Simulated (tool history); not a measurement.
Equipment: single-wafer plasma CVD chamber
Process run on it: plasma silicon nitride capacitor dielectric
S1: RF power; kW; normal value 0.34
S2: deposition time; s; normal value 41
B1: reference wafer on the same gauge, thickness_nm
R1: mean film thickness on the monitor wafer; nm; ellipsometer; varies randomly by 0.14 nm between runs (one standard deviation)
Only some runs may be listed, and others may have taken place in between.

run 1 day=0 | S1=0.34 S2=37.5 | B1=49.7 | R1=48.24
run 2 day=3.079 | S1=0.34 S2=37.5 | B1=49.684 | R1=48.251
run 3 day=6.079 | S1=0.34 S2=34.7 | B1=49.704 | R1=44.572
run 4 day=9.129 | S1=0.34 S2=34.7 | B1=49.704 | R1=44.456
run 5 day=13.133 | S1=0.34 S2=34.7 | B1=49.678 | R1=44.437
run 6 day=16.733 | S1=0.34 S2=41 | B1=49.712 | R1=52.245
-- day=23.258 showerhead replaced
run 7 day=27.346 | S1=0.34 S2=41 | B1=49.726 | R1=52.184
-- day=29.708 RF generator calibrated
run 8 day=30.046 | S1=0.34 S2=41 | B1=49.697 | R1=52.614
run 9 day=35.875 | S1=0.34 S2=41 | B1=49.675 | R1=53.01
run 10 day=37.796 | S1=0.34 S2=41 | B1=49.691 | R1=52.947
run 11 day=39.438 | S1=0.34 S2=47.4 | B1=49.709 | R1=61.373
-- day=39.892 gauge calibrated
run 12 day=42.129 | S1=0.34 S2=34.9 | B1=49.708 | R1=44.929
run 13 day=45.221 | S1=0.285 S2=37.6 | B1=49.714 | R1=46.139
run 14 day=49.496 | S1=0.405 S2=41 | B1=49.727 | R1=54.907
run 15 day=52.688 | S1=0.34 S2=41 | B1=49.699 | R1=52.401
run 16 day=56.021 | S1=0.385 S2=35.7 | B1=49.694 | R1=47.341
run 17 day=58 | S1=0.37 S2=45.6 | B1=49.699 | R1=59.87
run 18 day=59.708 | S1=0.4 S2=35.9 | B1=49.705 | R1=47.751
run 19 day=62.85 | S1=0.34 S2=41 | B1=49.682 | R1=52.338
run 20 day=65.442 | S1=0.34 S2=41 | B1=49.715 | R1=52.491
-- day=66.792 RF generator calibrated
run 21 day=68.271 | S1=0.3 S2=36.8 | B1=49.708 | R1=45.989
run 22 day=72.479 | S1=0.34 S2=41 | B1=49.717 | R1=52.948

Consider 4 possible next runs. They are alternatives, not a sequence: every one starts from the tool as it was left by run 22. What does each give?
run A day=72.496 | S1=0.38 S2=41 | B1=? | R1=?
run B day=72.496 | S1=0.365 S2=36.7 | B1=? | R1=?
run C day=72.496 | S1=0.34 S2=38.6 | B1=? | R1=?
run D day=72.496 | S1=0.3 S2=33.4 | B1=? | R1=?

run=A B1=49.714 R1=54.445
run=B B1=49.714 R1=48.222
run=C B1=49.714 R1=49.788
run=D B1=49.714 R1=41.714
Without the tool's unlogged condition, the same runs would have read:
run=A R1=54.611
run=B R1=48.368
run=C R1=49.939
run=D R1=41.84
